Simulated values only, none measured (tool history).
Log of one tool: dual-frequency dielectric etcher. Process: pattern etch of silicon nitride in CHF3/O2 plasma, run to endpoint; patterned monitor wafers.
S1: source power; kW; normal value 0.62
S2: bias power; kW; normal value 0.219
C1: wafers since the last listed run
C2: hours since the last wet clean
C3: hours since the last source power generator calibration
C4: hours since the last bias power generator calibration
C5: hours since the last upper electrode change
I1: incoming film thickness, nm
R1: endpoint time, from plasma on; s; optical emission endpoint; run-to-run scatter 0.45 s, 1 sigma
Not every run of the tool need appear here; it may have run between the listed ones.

Run 1, hour 0: usual settings but S2 0.191 kW; C1 0; C2 0.5; C3 3715.8; C4 3338; C5 3416.5; I1 96.4. Result: R1 65.9 s.
Run 2, hour 98.5: usual settings but S2 0.191 kW; C1 1109; C2 99; C3 3814.3; C4 3436.5; C5 3515; I1 96.1. Result: R1 66.7 s.
Run 3, hour 125.8: usual settings; C1 307; C2 126.3; C3 3841.6; C4 3463.8; C5 3542.3; I1 96.4. Result: R1 63.4 s.
Run 4, hour 193.4: usual settings; C1 761; C2 193.9; C3 3909.2; C4 3531.4; C5 3609.9; I1 96.3. Result: R1 64.6 s.
Run 5, hour 235.4: usual settings; C1 473; C2 235.9; C3 3951.2; C4 3573.4; C5 3651.9; I1 96.8. Result: R1 64.6 s.
Run 6, hour 261.1: usual settings; C1 289; C2 261.6; C3 3976.9; C4 3599.1; C5 3677.6; I1 95.8. Result: R1 64.8 s.
Run 7, hour 289: usual settings; C1 314; C2 289.5; C3 4004.8; C4 3627; C5 3705.5; I1 96.6. Result: R1 64.8 s.
Run 8, hour 427.9: usual settings; C1 1564; C2 428.4; C3 4143.7; C4 3765.9; C5 3844.4; I1 98. Result: R1 66.6 s.
Run 9, hour 495.3: usual settings; C1 759; C2 495.8; C3 4211.1; C4 3833.3; C5 3911.8; I1 95.7. Result: R1 65.4 s.
Run 10, hour 548.6: usual settings; C1 600; C2 549.1; C3 4264.4; C4 3886.6; C5 3965.1; I1 97.9. Result: R1 66 s.
Run 11, hour 606.2: usual settings; C1 648; C2 606.7; C3 4322; C4 3944.2; C5 4022.7; I1 97.3. Result: R1 67.2 s.
Run 12, hour 635.3: usual settings; C1 327; C2 635.8; C3 4351.1; C4 3973.3; C5 4051.8; I1 96.8. Result: R1 66.7 s.
At hour 684.4: wet clean of the chamber.
Run 13, hour 704.3: usual settings; C1 506; C2 19.9; C3 4420.1; C4 4042.3; C5 4120.8; I1 98.5. Result: R1 63.6 s.
Run 14, hour 729.4: usual settings; C1 282; C2 45; C3 4445.2; C4 4067.4; C5 4145.9; I1 96.4. Result: R1 63.4 s.
At hour 773.2: upper electrode replaced.
Run 15, hour 811.3: usual settings but S1 0.7 kW, S2 0.207 kW; C1 652; C2 126.9; C3 4527.1; C4 4149.3; C5 38.1; I1 96.2. Result: R1 59.5 s.
Run 16, hour 858.7: usual settings; C1 533; C2 174.3; C3 4574.5; C4 4196.7; C5 85.5; I1 97.4. Result: R1 64.1 s.
Run 17, hour 899.7: usual settings but S1 0.47 kW, S2 0.251 kW; C1 461; C2 215.3; C3 4615.5; C4 4237.7; C5 126.5; I1 96.4. Result: R1 74.1 s.
Run 18, hour 942.7: usual settings but S1 0.74 kW, S2 0.252 kW; C1 484; C2 258.3; C3 4658.5; C4 4280.7; C5 169.5; I1 95.9. Result: R1 54.7 s.
At hour 977.3: bias power generator calibrated.
Run 19, hour 1087: usual settings but S1 0.53 kW, S2 0.198 kW; C1 1580; C2 402.6; C3 4802.8; C4 109.7; C5 313.8; I1 97. Result: R1 73.8 s.
Run 20, hour 1116.6: usual settings; C1 333; C2 432.2; C3 4832.4; C4 139.3; C5 343.4; I1 96.5. Result: R1 65.5 s.
Run 21, hour 1182.1: usual settings; C1 737; C2 497.7; C3 4897.9; C4 204.8; C5 408.9; I1 96.9. Result: R1 66.5 s.
Run 22, hour 1219.6: usual settings but S1 0.51 kW, S2 0.174 kW; C1 422; C2 535.2; C3 4935.4; C4 242.3; C5 446.4; I1 97. Result: R1 81.8 s.
Run 23, hour 1245.7: usual settings but S1 0.66 kW, S2 0.263 kW; C1 293; C2 561.3; C3 4961.5; C4 268.4; C5 472.5; I1 97.4. Result: R1 60.5 s.
Run 24, hour 1306.4: usual settings but S1 0.53 kW; C1 683; C2 622; C3 5022.2; C4 329.1; C5 533.2; I1 96.4. Result: R1 72.6 s.
At hour 1339.7: wet clean of the chamber.
At hour 1346: source power generator calibrated.
Run 25, hour 1484.3: usual settings but S2 0.169 kW; C1 1688; C2 144.6; C3 138.3; C4 507; C5 711.1; I1 96.8. Result: R1 68.9 s.
Run 26, hour 1525: usual settings but S1 0.73 kW; C1 458; C2 185.3; C3 179; C4 547.7; C5 751.8; I1 96.2. Result: R1 57.8 s.
Run 27, hour 1550.9: usual settings but S1 0.55 kW, S2 0.205 kW; C1 291; C2 211.2; C3 204.9; C4 573.6; C5 777.7; I1 96.6. Result: R1 70.5 s.
Run 28, hour 1613.4: usual settings but S1 0.48 kW, S2 0.238 kW; C1 703; C2 273.7; C3 267.4; C4 636.1; C5 840.2; I1 96.5. Result: R1 74.7 s.
Run 29, hour 1677.4: usual settings but S1 0.51 kW, S2 0.262 kW; C1 720; C2 337.7; C3 331.4; C4 700.1; C5 904.2; I1 97.8. Result: R1 70 s.
Run 30, hour 1713: usual settings; C1 400; C2 373.3; C3 367; C4 735.7; C5 939.8; I1 96.2. Result: R1 65 s.
Run 31, hour 1756.5: usual settings but S1 0.48 kW; C1 489; C2 416.8; C3 410.5; C4 779.2; C5 983.3; I1 96.5. Result: R1 77 s.
Run 32, hour 1806.4: usual settings but S1 0.7 kW; C1 562; C2 466.7; C3 460.4; C4 829.1; C5 1033.2; I1 97.4. Result: R1 61.3 s.
Run 33, hour 1863.8: usual settings but S1 0.74 kW, S2 0.187 kW; C1 646; C2 524.1; C3 517.8; C4 886.5; C5 1090.6; I1 96.6. Result: R1 62.8 s.
Run 34, hour 1901.9: usual settings but S1 0.46 kW, S2 0.191 kW; C1 429; C2 562.2; C3 555.9; C4 924.6; C5 1128.7; I1 96.5. Result: R1 84.4 s.
Run 35, hour 1964.7: usual settings but S1 0.49 kW, S2 0.256 kW; C1 707; C2 625; C3 618.7; C4 987.4; C5 1191.5; I1 95.6. Result: R1 73.2 s.
At hour 2013.7: wet clean of the chamber.
Run 36, hour 2014.2: usual settings; C1 287; C2 0.5; C3 668.2; C4 1036.9; C5 1241; I1 97.6. Result: R1 63.3 s.

Alternative continuations, all from the tool just after run 36; predict every row:
Run A, hour 2014.6: usual settings but S2 0.245 kW; C1 4; C2 0.9; C3 668.6; C4 1037.3; C5 1241.4; I1 97. Result: R1 ?.
Run B, hour 2014.6: usual settings but S1 0.69 kW, S2 0.269 kW; C1 4; C2 0.9; C3 668.6; C4 1037.3; C5 1241.4; I1 97. Result: R1 ?.
Run C, hour 2014.6: usual settings but S1 0.77 kW; C1 4; C2 0.9; C3 668.6; C4 1037.3; C5 1241.4; I1 97. Result: R1 ?.

run    R1
  A  60.7
  B  55.2
  C  55.5
Without the tool's hidden state the same runs would have given:
run    R1
  A  60.9
  B  55.4
  C  55.7

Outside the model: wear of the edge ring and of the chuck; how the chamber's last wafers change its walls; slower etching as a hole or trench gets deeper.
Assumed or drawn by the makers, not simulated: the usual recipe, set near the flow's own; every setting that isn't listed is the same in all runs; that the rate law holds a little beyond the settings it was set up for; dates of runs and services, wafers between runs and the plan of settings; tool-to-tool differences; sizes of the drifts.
